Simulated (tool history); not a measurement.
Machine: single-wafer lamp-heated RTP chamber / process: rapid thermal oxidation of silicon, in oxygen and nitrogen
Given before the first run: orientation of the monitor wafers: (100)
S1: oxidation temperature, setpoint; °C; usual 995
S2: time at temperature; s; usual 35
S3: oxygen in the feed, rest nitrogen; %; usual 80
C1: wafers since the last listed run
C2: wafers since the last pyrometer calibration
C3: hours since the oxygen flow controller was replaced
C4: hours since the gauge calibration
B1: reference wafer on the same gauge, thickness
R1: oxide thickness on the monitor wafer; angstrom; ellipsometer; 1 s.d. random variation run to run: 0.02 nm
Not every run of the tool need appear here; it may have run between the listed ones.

run   hour   S1  S2  S3   C1    C2      C3     C4     B1     R1
  1    0.0  995  35  80    0  2942  6781.4   83.6  3.748  40.91
  2   24.7  995  35  80  150  3092  6806.1  108.3  3.751  41.27
  3   73.8  995  35  80  298  3390  6855.2  157.4  3.757  41.76
  4  104.5  995  41  80  186  3577  6885.9  188.1  3.769  44.07
  5  160.0  995  41  80  337  3914  6941.4  243.6  3.769  44.33
  6  235.6  995  35  80  459  4374  7017.0  319.2  3.783  41.83
  7  293.8  995  35  80  353  4728  7075.2  377.4  3.783  41.96
  8  362.0  995  29  80  414  5142  7143.4  445.6  3.803  38.70
  9  393.4  995  29  80  190  5333  7174.8  477.0  3.802  38.84
     399.4  -- gauge calibrated
 10  434.5  995  29  80  249  5583  7215.9   35.1  3.745  37.95
 11  477.5  967  18  95  261  5844  7258.9   78.1  3.754  28.70
 12  529.7  969  51  80  317  6162  7311.1  130.3  3.762  40.59
     572.2  -- pyrometer window cleaned and pyrometer calibrated
 13  582.2  995  35  80  270    60  7363.6  182.8  3.770  41.11
 14  630.2  995  35  92  291   352  7411.6  230.8  3.776  43.76
     646.0  -- oxygen flow controller replaced
 15  700.3  984  28  80  377   730    54.3  300.9  3.791  35.83
 16  731.3  995  35  98  188   918    85.3  331.9  3.795  44.56

Predict the results of run 17:
 17  797.8  980  25  95  404  1322  151.8  398.4   ?   ?

B1: 3.802
R1: 35.41 angstrom
With no hidden state in the tool, this same run would have given R1 34.75 angstrom.

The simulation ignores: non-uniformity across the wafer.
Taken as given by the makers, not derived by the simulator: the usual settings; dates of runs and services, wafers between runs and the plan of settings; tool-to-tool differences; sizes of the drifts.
